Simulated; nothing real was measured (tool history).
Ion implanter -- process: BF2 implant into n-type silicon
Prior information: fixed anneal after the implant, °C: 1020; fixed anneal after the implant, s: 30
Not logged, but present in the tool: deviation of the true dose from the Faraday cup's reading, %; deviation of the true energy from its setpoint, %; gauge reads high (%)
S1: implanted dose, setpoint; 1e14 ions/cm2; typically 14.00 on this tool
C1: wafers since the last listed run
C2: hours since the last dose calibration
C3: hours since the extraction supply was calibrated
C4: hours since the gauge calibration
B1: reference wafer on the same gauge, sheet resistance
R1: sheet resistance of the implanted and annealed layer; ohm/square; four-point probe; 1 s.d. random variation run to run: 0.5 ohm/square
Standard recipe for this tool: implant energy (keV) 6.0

Run 1, day 0.000: usual settings; C1 0; C2 620.2; C3 1739.5; C4 536.4; B1 167.98. Result: R1 176.20 ohm/square.
Run 2, day 4.462: usual settings; C1 2096; C2 727.3; C3 1846.6; C4 643.5; B1 168.05. Result: R1 176.06 ohm/square.
Run 3, day 6.579: usual settings; C1 994; C2 778.1; C3 1897.4; C4 694.3; B1 167.86. Result: R1 174.91 ohm/square.
Run 4, day 9.071: usual settings; C1 1170; C2 837.9; C3 1957.2; C4 754.1; B1 168.15. Result: R1 175.29 ohm/square.
At day 12.408: Faraday cup replaced and dose calibrated.
Run 5, day 13.508: usual settings; C1 1928; C2 26.4; C3 2063.7; C4 860.6; B1 167.95. Result: R1 175.93 ohm/square.
Run 6, day 16.904: usual settings; C1 1595; C2 107.9; C3 2145.2; C4 942.1; B1 167.88. Result: R1 176.27 ohm/square.
Run 7, day 20.946: usual settings; C1 1898; C2 204.9; C3 2242.2; C4 1039.1; B1 168.23. Result: R1 176.36 ohm/square.
Run 8, day 24.046: usual settings; C1 1456; C2 279.3; C3 2316.6; C4 1113.5; B1 167.94. Result: R1 176.31 ohm/square.
At day 26.850: extraction supply calibrated.
Run 9, day 26.871: usual settings but S1 17.30 1e14 ions/cm2, implant energy (keV) 6.5; C1 1170; C2 347.1; C3 0.5; C4 1181.3; B1 167.90. Result: R1 166.99 ohm/square.
Run 10, day 31.112: usual settings but S1 12.15 1e14 ions/cm2, implant energy (keV) 4.0; C1 1992; C2 448.9; C3 102.3; C4 1283.1; B1 168.15. Result: R1 202.56 ohm/square.
Run 11, day 35.171: usual settings but S1 15.41 1e14 ions/cm2, implant energy (keV) 4.0; C1 1906; C2 546.3; C3 199.7; C4 1380.5; B1 167.94. Result: R1 186.93 ohm/square.
At day 36.600: gauge calibrated.
Run 12, day 39.388: usual settings but S1 10.31 1e14 ions/cm2, implant energy (keV) 8.0; C1 1981; C2 647.5; C3 300.9; C4 66.9; B1 168.06. Result: R1 186.65 ohm/square.
At day 42.654: Faraday cup replaced and dose calibrated.
Run 13, day 42.675: usual settings but implant energy (keV) 4.0; C1 1387; C2 0.5; C3 379.8; C4 145.8; B1 168.01. Result: R1 191.65 ohm/square.
Run 14, day 44.896: usual settings but S1 12.18 1e14 ions/cm2, implant energy (keV) 7.5; C1 1043; C2 53.8; C3 433.1; C4 199.1; B1 168.12. Result: R1 176.08 ohm/square.
Run 15, day 48.492: usual settings; C1 1689; C2 140.1; C3 519.4; C4 285.4; B1 168.00. Result: R1 174.97 ohm/square.
Run 16, day 55.692: usual settings but implant energy (keV) 5.0; C1 3382; C2 312.9; C3 692.2; C4 458.2; B1 167.95. Result: R1 182.17 ohm/square.
Run 17, day 59.029: usual settings but S1 10.49 1e14 ions/cm2, implant energy (keV) 8.0; C1 1568; C2 393.0; C3 772.3; C4 538.3; B1 168.14. Result: R1 184.20 ohm/square.

Predict each of these 3 candidate next runs independently; none follows another, all start after run 17:
Run A, day 59.046: usual settings; C1 7; C2 393.4; C3 772.7; C4 538.7; B1 ?. Result: R1 ?.
Run B, day 59.046: usual settings but S1 10.86 1e14 ions/cm2, implant energy (keV) 4.5; C1 7; C2 393.4; C3 772.7; C4 538.7; B1 ?. Result: R1 ?.
Run C, day 59.046: usual settings but S1 12.82 1e14 ions/cm2, implant energy (keV) 5.0; C1 7; C2 393.4; C3 772.7; C4 538.7; B1 ?. Result: R1 ?.

run      B1      R1
  A  168.02  174.70
  B  168.02  206.46
  C  168.02  186.52
With no hidden state in the tool, these same runs would have given:
run      R1
  A  174.70
  B  206.46
  C  186.52
